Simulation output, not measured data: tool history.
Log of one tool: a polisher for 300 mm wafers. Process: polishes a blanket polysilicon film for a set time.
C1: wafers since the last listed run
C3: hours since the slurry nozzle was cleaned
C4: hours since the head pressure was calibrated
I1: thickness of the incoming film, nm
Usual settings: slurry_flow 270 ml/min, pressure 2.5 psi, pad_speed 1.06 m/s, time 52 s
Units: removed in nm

Run 1, day 0.000: usual settings but slurry_flow 335 ml/min, time 38 s; C1 0; wafers polished on this pad 985; C3 542.1; C4 652.4; I1 2097.7. Result: removed 268.9 nm.
Run 2, day 2.471: usual settings but slurry_flow 335 ml/min, time 38 s; C1 687; wafers polished on this pad 1673; C3 601.4; C4 711.7; I1 2140.7. Result: removed 263.6 nm.
Run 3, day 3.575: usual settings but slurry_flow 335 ml/min, time 38 s; C1 307; wafers polished on this pad 1980; C3 627.9; C4 738.2; I1 2138.3. Result: removed 263.9 nm.
At day 4.312: slurry nozzle cleaned.
At day 4.567: worn pad replaced by a new one.
Run 4, day 5.779: usual settings; C1 555; wafers polished on this pad 337; C3 35.2; C4 791.1; I1 2116.9. Result: removed 368.4 nm.
Run 5, day 7.442: usual settings; C1 462; wafers polished on this pad 799; C3 75.1; C4 831.0; I1 2120.4. Result: removed 371.4 nm.
Run 6, day 8.921: usual settings; C1 411; wafers polished on this pad 1211; C3 110.6; C4 866.5; I1 2132.8. Result: removed 370.2 nm.
Run 7, day 11.654: usual settings; C1 760; wafers polished on this pad 1972; C3 176.2; C4 932.1; I1 2121.2. Result: removed 352.8 nm.
At day 12.900: worn pad replaced by a new one.
Run 8, day 12.929: usual settings; C1 308; wafers polished on this pad 7; C3 206.8; C4 962.7; I1 2119.1. Result: removed 356.2 nm.
Run 9, day 14.021: usual settings; C1 303; wafers polished on this pad 311; C3 233.0; C4 988.9; I1 2114.7. Result: removed 357.6 nm.
Run 10, day 15.371: usual settings; C1 375; wafers polished on this pad 687; C3 265.4; C4 1021.3; I1 2143.1. Result: removed 355.0 nm.
Run 11, day 17.017: usual settings; C1 458; wafers polished on this pad 1145; C3 304.9; C4 1060.8; I1 2115.8. Result: removed 356.5 nm.
At day 17.342: head pressure recalibrated.
Run 12, day 18.483: usual settings but slurry_flow 240 ml/min, pad_speed 0.92 m/s; C1 384; wafers polished on this pad 1530; C3 340.1; C4 27.4; I1 2165.4. Result: removed 298.5 nm.
Run 13, day 19.904: usual settings; C1 395; wafers polished on this pad 1925; C3 374.2; C4 61.5; I1 2114.8. Result: removed 347.6 nm.
At day 20.983: worn pad replaced by a new one.
Run 14, day 21.004: usual settings but slurry_flow 175 ml/min, pressure 1.7 psi, pad_speed 0.74 m/s, time 44 s; C1 259; wafers polished on this pad 5; C3 400.6; C4 87.9; I1 2094.2. Result: removed 130.9 nm.
Run 15, day 22.533: usual settings but pad_speed 1.20 m/s; C1 425; wafers polished on this pad 431; C3 437.3; C4 124.6; I1 2111.8. Result: removed 384.8 nm.
Run 16, day 24.383: usual settings but slurry_flow 190 ml/min, pressure 2.8 psi, pad_speed 1.38 m/s; C1 514; wafers polished on this pad 946; C3 481.7; C4 169.0; I1 2144.1. Result: removed 452.7 nm.
Run 17, day 26.442: usual settings but pad_speed 0.78 m/s, time 69 s; C1 572; wafers polished on this pad 1518; C3 531.1; C4 218.4; I1 2118.4. Result: removed 342.0 nm.
Run 18, day 29.012: usual settings; C1 715; wafers polished on this pad 2234; C3 592.8; C4 280.1; I1 2129.2. Result: removed 342.8 nm.
At day 29.442: worn pad replaced by a new one.
Run 19, day 30.042: usual settings but pressure 2.1 psi, pad_speed 0.94 m/s, time 34 s; C1 240; wafers polished on this pad 166; C3 617.5; C4 304.8; I1 2119.5. Result: removed 167.9 nm.
Run 20, day 32.092: usual settings but pad_speed 1.28 m/s, time 59 s; C1 570; wafers polished on this pad 737; C3 666.7; C4 354.0; I1 2111.6. Result: removed 456.9 nm.
At day 33.271: slurry nozzle cleaned.
Run 21, day 35.783: usual settings but slurry_flow 175 ml/min, pressure 3.3 psi; C1 1015; wafers polished on this pad 1752; C3 60.3; C4 442.6; I1 2170.0. Result: removed 459.0 nm.
At day 37.104: worn pad replaced by a new one.
Run 22, day 37.312: usual settings but pressure 2.9 psi, pad_speed 1.34 m/s, time 38 s; C1 379; wafers polished on this pad 58; C3 97.0; C4 479.3; I1 2103.4. Result: removed 387.8 nm.
Run 23, day 39.650: usual settings; C1 650; wafers polished on this pad 709; C3 153.1; C4 535.4; I1 2106.6. Result: removed 369.4 nm.
Run 24, day 40.800: usual settings but pressure 2.1 psi, pad_speed 1.40 m/s, time 37 s; C1 320; wafers polished on this pad 1029; C3 180.7; C4 563.0; I1 2130.8. Result: removed 282.8 nm.
Run 25, day 43.246: usual settings but time 42 s; C1 680; wafers polished on this pad 1709; C3 239.4; C4 621.7; I1 2138.3. Result: removed 288.9 nm.
Run 26, day 44.925: usual settings but slurry_flow 175 ml/min, pad_speed 0.78 m/s; C1 467; wafers polished on this pad 2177; C3 279.7; C4 662.0; I1 2122.4. Result: removed 247.5 nm.

4 ways to go on from here, each from the tool as it stands after run 26. What would each give?
Run A, day 44.942: usual settings but time 43 s; C1 4; wafers polished on this pad 2181; C3 280.1; C4 662.4; I1 2115.7. Result: removed ?.
Run B, day 44.942: usual settings but slurry_flow 350 ml/min; C1 4; wafers polished on this pad 2181; C3 280.1; C4 662.4; I1 2115.7. Result: removed ?.
Run C, day 44.942: usual settings but slurry_flow 340 ml/min, pad_speed 1.34 m/s; C1 4; wafers polished on this pad 2181; C3 280.1; C4 662.4; I1 2115.7. Result: removed ?.
Run D, day 44.942: usual settings but slurry_flow 330 ml/min, pad_speed 1.40 m/s; C1 4; wafers polished on this pad 2181; C3 280.1; C4 662.4; I1 2115.7. Result: removed ?.

run  removed
  A    299.1
  B    375.8
  C    464.2
  D    481.5
Without the tool's hidden state the same runs would have given:
run  removed
  A    316.9
  B    392.8
  C    485.8
  D    504.7
